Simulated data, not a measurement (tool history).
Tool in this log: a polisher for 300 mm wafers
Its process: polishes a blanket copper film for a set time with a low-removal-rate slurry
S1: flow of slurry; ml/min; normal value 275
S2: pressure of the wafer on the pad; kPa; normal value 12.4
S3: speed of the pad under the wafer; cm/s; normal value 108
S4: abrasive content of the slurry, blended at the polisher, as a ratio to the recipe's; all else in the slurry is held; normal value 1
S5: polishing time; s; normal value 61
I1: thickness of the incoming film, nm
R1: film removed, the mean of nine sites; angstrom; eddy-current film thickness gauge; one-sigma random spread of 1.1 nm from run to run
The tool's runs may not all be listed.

run    hour   S1    S2   S3    S4  S5      I1    R1
  1       0  275  12.4  108     1  61  1225.2  1069
        5.7  -- worn pad replaced by a new one
  2    95.2  275  12.4  108     1  61  1234.7  1142
      112.2  -- slurry nozzle cleaned
  3   203.1  275  12.4  108     1  61  1232.3  1109
      207.3  -- slurry blender recalibrated
  4   239.2  275  14.5  108     1  61  1206.8  1244
      263.6  -- worn pad replaced by a new one
  5   301.8  275  12.4  108     1  61  1216.5  1168
  6   346.3  275  12.4  108     1  61  1219.5  1145
  7   418.2  275  12.4  108     1  61    1201  1116
  8   471.6  275  12.4  108     1  61  1221.7  1106
      542.4  -- worn pad replaced by a new one
        561  -- slurry blender recalibrated
      564.4  -- head pressure recalibrated
  9   564.7  275  12.4  108     1  61  1223.2  1135
 10   664.2  275  12.4  108     1  61  1222.8  1103
 11   740.2  275  12.4  108     1  61    1232  1110
 12   789.7  275  12.4  108     1  61  1222.2  1075
      805.6  -- worn pad replaced by a new one, of another model than before
 13   854.5  365  15.9  108     1  61  1217.9  1313
 14   901.6  275  12.4  108     1  61  1228.3  1139
      907.8  -- slurry nozzle cleaned
      932.1  -- slurry blender recalibrated
 15   943.3  355     9  108  1.25  50  1217.9   852
 16  1002.2  275  15.9  108   1.3  70  1236.6  1483
 17  1099.3  365  15.9  108     1  61  1228.2  1215
     1120.1  -- worn pad replaced by a new one
 18  1169.4  275  12.4  108     1  61  1222.1  1164
 19  1263.6  310  12.4  108     1  61  1199.9  1143
 20  1303.2  275   9.7  108   1.1  47  1212.8   787
 21  1358.2  275     9  108     1  68  1221.7  1081
     1363.5  -- slurry blender recalibrated
     1380.6  -- worn pad replaced by a new one
 22  1460.7  275     9  108     1  61  1216.1  1013

What if the next run were any one of these 4? Each begins from the tool's condition after run 22:
  A  1461.1  275   9.7  108   1  61  1223.6   ?
  B  1461.1  275    11  108   1  61  1223.6   ?
  C  1461.1  275  12.4  108   1  68  1223.6   ?
  D  1461.1  275   8.3  108   1  56  1223.6   ?

run    R1
  A  1037
  B  1092
  C  1280
  D   901
Without the tool's unlogged condition, the same runs would have read:
run    R1
  A  1066
  B  1123
  C  1316
  D   926

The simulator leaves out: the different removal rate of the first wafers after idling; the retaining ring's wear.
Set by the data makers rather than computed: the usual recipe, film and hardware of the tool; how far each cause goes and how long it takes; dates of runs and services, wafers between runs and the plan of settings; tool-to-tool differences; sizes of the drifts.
